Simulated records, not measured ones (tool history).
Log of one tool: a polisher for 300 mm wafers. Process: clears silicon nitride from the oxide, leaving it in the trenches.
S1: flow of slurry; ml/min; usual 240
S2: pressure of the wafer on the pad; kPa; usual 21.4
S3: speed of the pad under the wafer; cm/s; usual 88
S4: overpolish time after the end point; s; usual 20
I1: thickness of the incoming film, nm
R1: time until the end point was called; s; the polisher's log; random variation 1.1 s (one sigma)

run	day	S1	S2	S3	S4	I1	R1
1	0	260	21.4	88	20	68.6	99.5
2	0.771	260	21.4	88	20	70.5	99.2
3	2.217	175	21.4	88	20	69.9	105.9
4	3.367	175	21.4	88	20	70	103.5
5	4.054	240	21.4	88	20	69.1	98.5
# day 4.342: worn pad replaced by a new one
6	5.379	240	21.4	88	20	70.1	101
7	6.779	240	21.4	88	20	70.3	100.7
# day 7.3: slurry nozzle cleaned
8	7.554	240	21.4	88	20	70.6	100
9	8.512	240	21.4	88	20	70.9	100.7
10	9.183	240	21.4	88	20	70.1	100.5
11	9.712	240	21.4	88	20	68.8	97.1
12	10.85	240	26.9	88	20	71.3	80.1
13	11.4	155	21.4	64	9	70.3	136.2
14	12.333	165	21.4	88	29	68.7	105.3
15	13.029	240	13.8	74	20	70.2	180.6
16	13.988	270	21.4	70	25	70.5	118.9
# day 14.4: worn pad replaced by a new one
17	15.338	240	21.4	88	20	69.4	98.2
# day 16.679: head pressure recalibrated
18	16.738	240	27.6	88	20	69.7	76.7
19	18.15	240	24.1	60	20	70.4	118.5
20	18.708	240	21.4	88	20	69.8	98.6
# day 21.633: slurry nozzle cleaned
21	21.838	240	21.4	88	20	69.4	98.7
22	23.058	275	21.4	100	25	69.1	87.3
23	24.117	320	21.4	110	20	70.2	81.5
# day 24.304: worn pad replaced by a new one
24	25.496	240	21.4	72	28	70	117
25	26.121	240	21.4	88	25	69.6	99.3
26	26.883	285	24.8	100	8	70.2	76.5
27	27.558	240	21.4	88	20	70.2	100.9
28	28.512	240	27.6	60	9	70.5	103.9
29	29.654	240	21.4	88	9	69.4	98.8
30	30.562	240	16.5	114	20	70	103.2
31	31.912	295	26.2	88	12	70.9	81.8
32	32.742	240	21.4	88	20	68.9	97.7
# day 33.229: slurry nozzle cleaned
33	35.1	240	21.4	88	20	68.9	98.4
# day 35.517: worn pad replaced by a new one
34	35.796	265	21.4	78	20	70.8	109.5
35	36.779	325	27.6	110	24	70.8	64.6
36	38.204	240	21.4	88	20	69.9	99.6

What the log doesn't show, run by run:
removal rate lost through wear of the pad, %: 0 in every run
slurry flow missing at the pad, %: 0 in every run
deviation of the head's pressure from its setpoint, %: 0 in every run
